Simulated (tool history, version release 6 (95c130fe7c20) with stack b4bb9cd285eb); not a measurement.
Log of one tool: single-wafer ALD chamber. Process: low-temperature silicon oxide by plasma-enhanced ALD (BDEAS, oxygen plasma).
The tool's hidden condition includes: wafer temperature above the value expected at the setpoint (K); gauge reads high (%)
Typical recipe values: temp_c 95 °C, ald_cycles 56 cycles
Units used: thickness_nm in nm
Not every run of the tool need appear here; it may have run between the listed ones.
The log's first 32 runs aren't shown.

run	hour	temp_c	ald_cycles	wafers since the last listed run	hours since the last thermocouple change	hours since the gauge calibration	read-back reference wafer on the same gauge, thickness_nm	thickness_nm
33	1591.8	83	56	292	607	439.3	8.219	8.37
34	1662	80	46	390	677.2	509.5	8.211	6.926
35	1701.2	95	53	218	716.4	548.7	8.223	7.642
36	1738.8	95	56	209	754	586.3	8.22	8.068
37	1805.3	99	60	370	820.5	652.8	8.223	8.546
38	1843.4	82	56	212	858.6	690.9	8.215	8.331
39	1907.3	95	56	355	922.5	754.8	8.23	8.017
40	1935.9	108	56	159	951.1	783.4	8.217	7.83
41	2146.1	106	45	1170	1161.3	993.6	8.227	6.336
42	2191.6	81	50	253	1206.8	1039.1	8.205	7.449
43	2341.2	95	60	833	1356.4	1188.7	8.216	8.592
44	2433.4	80	62	513	1448.6	1280.9	8.227	9.242
# hour 2465.2: thermocouple changed; heater temperature recalibrated
45	2475.1	103	66	187	9.9	1322.6	8.216	9.382
46	2509.5	109	48	191	44.3	1357	8.212	6.717

Run 47 has not been measured yet. What should we expect?
47	2574.5	102	51	361	109.3	1422	?	?

read-back reference wafer on the same gauge, thickness_nm: 8.209
thickness_nm: 7.246 nm
With no hidden state in the tool, this same run would have given thickness_nm 7.254 nm.
